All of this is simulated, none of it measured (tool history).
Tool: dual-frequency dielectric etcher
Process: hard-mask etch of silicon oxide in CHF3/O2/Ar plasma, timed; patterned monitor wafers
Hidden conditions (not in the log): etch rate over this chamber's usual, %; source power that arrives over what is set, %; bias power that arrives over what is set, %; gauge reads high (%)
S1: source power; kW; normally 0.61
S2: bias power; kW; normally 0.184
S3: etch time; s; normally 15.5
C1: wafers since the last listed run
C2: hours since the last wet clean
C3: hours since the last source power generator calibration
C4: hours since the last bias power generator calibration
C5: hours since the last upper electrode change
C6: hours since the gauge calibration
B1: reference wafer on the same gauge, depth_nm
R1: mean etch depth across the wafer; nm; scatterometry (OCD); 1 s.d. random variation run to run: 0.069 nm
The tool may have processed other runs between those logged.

run    hour    S1     S2    S3    C1     C2      C3      C4      C5      C6     B1     R1
  1       0  0.61  0.184  15.5     0  350.8  3840.8  2270.6  3206.1    10.6   26.5  29.26
      111.8  -- wet clean of the chamber
  2   112.3  0.61  0.163  15.5  1201    0.5  3953.1  2382.9  3318.4   122.9  26.53  27.85
  3   156.2  0.61  0.163  15.5   597   44.4    3997  2426.8  3362.3   166.8  26.48  27.83
  4     385  0.61  0.184  15.5  3112  273.2  4225.8  2655.6  3591.1   395.6  26.49  28.96
  5   465.8  0.55  0.184  15.5  1099    354  4306.6  2736.4  3671.9   476.4  26.48  27.52
  6   552.7  0.55  0.184  15.5  1182  440.9  4393.5  2823.3  3758.8   563.3  26.48  27.65
      598.6  -- wet clean of the chamber
  7   606.4  0.55  0.184  15.5   404    7.8  4447.2    2877  3812.5     617  26.51  27.04
      617.1  -- source power generator calibrated
  8   692.4  0.61  0.184  15.5  1115   93.8    75.3    2963  3898.5     703  26.51  29.84
  9   776.9  0.61  0.184  15.5  1149  178.3   159.8  3047.5    3983   787.5   26.5  29.85
 10   830.8  0.61  0.184  15.5   733  232.2   213.7  3101.4  4036.9   841.4  26.52  30.02
      863.5  -- bias power generator calibrated
 11   911.9  0.61  0.163  15.5  1048  313.3   294.8    48.4    4118   922.5  26.51   29.1
 12   983.5  0.56  0.139  13.5   974  384.9   366.4     120  4189.6   994.1  26.48  23.54
     1061.2  -- wet clean of the chamber
 13  1061.7  0.72  0.184  15.5   737    0.5   444.6   198.2  4267.8  1072.3  26.48  31.97
     1075.5  -- gauge calibrated
 14  1093.2  0.47  0.155  15.5   428     32   476.1   229.7  4299.3    17.7  26.48  24.83

Estimate the outcome of run 15 from the log above:
 15  1137.5  0.48  0.139  17  602  76.3  520.4  274  4343.6  62   ?   ?

{"run 15": {"B1": 26.48, "R1": 26.99}}
Were there no unlogged condition in the tool, this run, its random variation unchanged, would have produced R1 26.88 nm.
